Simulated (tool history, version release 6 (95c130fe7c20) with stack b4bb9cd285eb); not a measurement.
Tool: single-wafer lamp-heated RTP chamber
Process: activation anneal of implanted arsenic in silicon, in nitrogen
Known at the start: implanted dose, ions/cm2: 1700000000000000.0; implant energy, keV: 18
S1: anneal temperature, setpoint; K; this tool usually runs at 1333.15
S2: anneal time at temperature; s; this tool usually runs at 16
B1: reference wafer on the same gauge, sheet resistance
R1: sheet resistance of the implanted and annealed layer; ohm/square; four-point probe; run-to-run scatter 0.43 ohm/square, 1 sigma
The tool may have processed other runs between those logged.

run,hour,S1,S2,B1,R1
1,0,1333.15,20,107.28,88.96
2,8.9,1333.15,20,107.31,88.44
3,21.1,1333.15,16,107.45,92.27
4,32.9,1333.15,16,107.49,92.62
5,50.7,1333.15,16,107.67,91.41
6,67,1333.15,16,107.51,92.41
# hour 88.5: pyrometer window cleaned and pyrometer calibrated
7,89,1333.15,16,107.34,92.19
8,98.1,1333.15,16,107.32,92.64
9,114.5,1333.15,16,107.57,92.5
10,125.4,1333.15,11,107.49,98.27
11,133.4,1333.15,11,107.25,97.99
12,141.9,1342.15,16,107.36,88.79
13,151.3,1333.15,16,107.55,92.4
# hour 165.8: reflector plate cleaned
14,166.3,1333.15,9,107.42,101.01
15,169.2,1333.15,9,107.42,101.28
16,186.6,1333.15,9,107.02,100.8
17,193.9,1333.15,20,107.64,88.25
18,207.8,1350.15,21,107.24,81.95
19,219.5,1333.15,16,107.45,92.58
20,229,1360.15,9,107.11,91.06
# hour 240.6: pyrometer window cleaned and pyrometer calibrated
21,241.1,1351.15,16,107.39,85.52
22,248.2,1359.15,18,107.5,80.99
23,254.7,1361.15,10,107.37,89.04
24,269.3,1341.15,8,107.02,100.44
25,277.1,1352.15,16,107.51,85.04
26,285.8,1321.15,16,107.51,96.74
27,296.6,1313.15,19,107.28,97.7
28,307.2,1347.15,19,107.38,83.85
29,323.8,1322.15,20,107.46,92.39
# hour 336: reflector plate cleaned
30,336.5,1304.15,13,107.59,108.09
31,350.5,1333.15,16,107.3,91.41
# hour 361.7: pyrometer window cleaned and pyrometer calibrated
32,362.1,1351.15,19,107.36,83
# hour 367: gauge calibrated
33,374.7,1345.15,20,107.63,84.4
34,387.7,1358.15,25,107.31,76.96
35,427.8,1333.15,21,107.62,87.66
36,440.7,1342.15,12,107.46,93.34
37,465.9,1333.15,16,107.49,92.81

Forecast run 38:
38,482.4,1333.15,22,?,?

Run 38 gave B1 107.28, R1 87.29 ohm/square.
On a tool with no hidden condition, and with the same random variation, this run would have come out at R1 87.29 ohm/square.
